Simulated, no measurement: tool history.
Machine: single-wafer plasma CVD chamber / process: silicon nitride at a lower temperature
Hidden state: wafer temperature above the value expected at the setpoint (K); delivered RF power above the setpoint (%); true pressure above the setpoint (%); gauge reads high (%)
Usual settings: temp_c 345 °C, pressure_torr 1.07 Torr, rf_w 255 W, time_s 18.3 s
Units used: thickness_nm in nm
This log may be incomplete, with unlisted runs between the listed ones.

run   hour  temp_c  pressure_torr  rf_w  time_s  wafers since the last listed run  hours since the last thermocouple change  hours since the last RF generator calibration  hours since the last manometer calibration  hours since the showerhead was replaced  hours since the gauge calibration  read-back reference wafer on the same gauge, thickness_nm  thickness_nm
  1    0.0     345           1.07   255    18.3                                 0                                    2842.8                                         2294.1                                        19.5                                   6393.0                              494.5                                                     18.384        16.139
       3.4  -- gauge calibrated
  2    7.9     345           1.07   255    18.3                               277                                    2850.7                                         2302.0                                        27.4                                   6400.9                                4.5                                                     18.385        16.088
  3   24.3     350           1.07   215    18.3                               576                                    2867.1                                         2318.4                                        43.8                                   6417.3                               20.9                                                     18.418        14.522
  4   33.1     337           1.07   255    21.3                               309                                    2875.9                                         2327.2                                        52.6                                   6426.1                               29.7                                                     18.404        18.869
  5   46.6     345           0.99   255    18.3                               474                                    2889.4                                         2340.7                                        66.1                                   6439.6                               43.2                                                     18.386        15.779
      57.7  -- thermocouple changed; heater temperature recalibrated
  6   60.7     345           1.07   230    18.3                               214                                       3.0                                         2354.8                                        80.2                                   6453.7                               57.3                                                     18.393        15.110
  7  100.1     345           1.07   255    18.3                              1385                                      42.4                                         2394.2                                       119.6                                   6493.1                               96.7                                                     18.384        16.217
  8  108.4     345           0.99   255    15.9                               291                                      50.7                                         2402.5                                       127.9                                   6501.4                              105.0                                                     18.384        13.776
  9  116.8     330           1.31   290    16.0                               295                                      59.1                                         2410.9                                       136.3                                   6509.8                              113.4                                                     18.412        16.102
     138.0  -- RF generator calibrated
 10  138.5     345           0.97   255    15.4                               481                                      80.8                                            0.5                                       158.0                                   6531.5                              135.1                                                     18.400        12.803
 11  147.2     345           1.07   255    18.3                               306                                      89.5                                            9.2                                       166.7                                   6540.2                              143.8                                                     18.401        15.656
     157.8  -- showerhead replaced
 12  159.4     352           1.22   240    18.3                               147                                     101.7                                           21.4                                       178.9                                      1.6                              156.0                                                     18.410        15.523
 13  174.6     332           1.07   255    18.3                               534                                     116.9                                           36.6                                       194.1                                     16.8                              171.2                                                     18.400        15.738
 14  190.0     336           1.07   255    18.3                               541                                     132.3                                           52.0                                       209.5                                     32.2                              186.6                                                     18.396        15.704
     239.6  -- RF generator calibrated, repeated, since the last time left the tool worse
 15  243.2     345           1.33   280    18.3                              1589                                     185.5                                            3.6                                       262.7                                     85.4                              239.8                                                     18.402        18.549
 16  258.0     345           1.30   270    18.3                               520                                     200.3                                           18.4                                       277.5                                    100.2                              254.6                                                     18.404        18.006
 17  272.1     350           0.88   280    20.3                               495                                     214.4                                           32.5                                       291.6                                    114.3                              268.7                                                     18.400        18.655
 18  304.3     350           0.96   255    18.3                              1132                                     246.6                                           64.7                                       323.8                                    146.5                              300.9                                                     18.404        16.046
 19  313.4     345           1.07   255    18.3                               320                                     255.7                                           73.8                                       332.9                                    155.6                              310.0                                                     18.399        16.589

Estimate the outcome of run 20 from the log above:
 20  330.8     345           1.22   255    19.8                               612                                     273.1                                           91.2                                       350.3                                    173.0                              327.4                                                          ?             ?

read-back reference wafer on the same gauge, thickness_nm: 18.396
thickness_nm: 18.599 nm
With no hidden state in the tool, this same run would have given thickness_nm 18.700 nm.
